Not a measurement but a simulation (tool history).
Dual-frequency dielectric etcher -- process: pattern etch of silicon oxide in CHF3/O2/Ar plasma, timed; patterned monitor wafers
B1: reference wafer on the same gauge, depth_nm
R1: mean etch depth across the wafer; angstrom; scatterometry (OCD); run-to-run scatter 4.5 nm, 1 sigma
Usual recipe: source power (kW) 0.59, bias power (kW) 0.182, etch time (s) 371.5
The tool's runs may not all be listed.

Run 1, hour 0: usual settings; B1 796.2. Result: R1 7428 angstrom.
Run 2, hour 20.8: usual settings; B1 795.8. Result: R1 7490 angstrom.
Run 3, hour 50.9: usual settings; B1 795.6. Result: R1 7505 angstrom.
Run 4, hour 65.6: usual settings; B1 796.3. Result: R1 7528 angstrom.
Run 5, hour 92.5: usual settings; B1 796.1. Result: R1 7515 angstrom.
Run 6, hour 117: usual settings; B1 795.6. Result: R1 7485 angstrom.
Run 7, hour 152.2: usual settings but source power (kW) 0.7, bias power (kW) 0.15; B1 796.2. Result: R1 7417 angstrom.
Run 8, hour 160.3: usual settings; B1 796. Result: R1 7431 angstrom.
Run 9, hour 174.4: usual settings but bias power (kW) 0.156; B1 796.7. Result: R1 7111 angstrom.
Run 10, hour 191.8: usual settings; B1 795.4. Result: R1 7577 angstrom.
Run 11, hour 226.2: usual settings but source power (kW) 0.49, bias power (kW) 0.139, etch time (s) 465; B1 795. Result: R1 7925 angstrom.
Run 12, hour 248.2: usual settings; B1 796. Result: R1 7589 angstrom.
Run 13, hour 278.8: usual settings but source power (kW) 0.71; B1 797.4. Result: R1 8087 angstrom.
Run 14, hour 331: usual settings but source power (kW) 0.67, bias power (kW) 0.14, etch time (s) 447.5; B1 795.6. Result: R1 8162 angstrom.
Run 15, hour 408.2: usual settings but source power (kW) 0.7, bias power (kW) 0.203; B1 795.7. Result: R1 8204 angstrom.
Run 16, hour 436.9: usual settings but source power (kW) 0.49, etch time (s) 282.5; B1 796. Result: R1 5189 angstrom.
Run 17, hour 462.4: usual settings but bias power (kW) 0.212, etch time (s) 315; B1 796.2. Result: R1 6545 angstrom.

Taken out of this log: 5 entries between the listed runs. Where each belongs, and how the hidden state differs across it:
Run 6 -> run 7: upper electrode replaced (hour 151.7)
  etch rate over this chamber's usual, %: 3.68 -> 3.97
  difference, measured minus the result without the unlogged condition, R1: +265 -> +283 angstrom
Run 11 -> run 12: bias power generator calibrated (hour 247.7)
  etch rate over this chamber's usual, %: 4.57 -> 4.75
  difference, measured minus the result without the unlogged condition, R1: +347 -> +344 angstrom
Run 13 -> run 14: gauge calibrated (hour 317.8); wet clean of the chamber (hour 330.5)
  etch rate over this chamber's usual, %: 5 -> -0.202
  difference, measured minus the result without the unlogged condition, R1: +386 -> -16 angstrom
Run 14 -> run 15: source power generator calibrated (hour 356.9)
  etch rate over this chamber's usual, %: -0.202 -> 0.432
  difference, measured minus the result without the unlogged condition, R1: -16 -> +36 angstrom
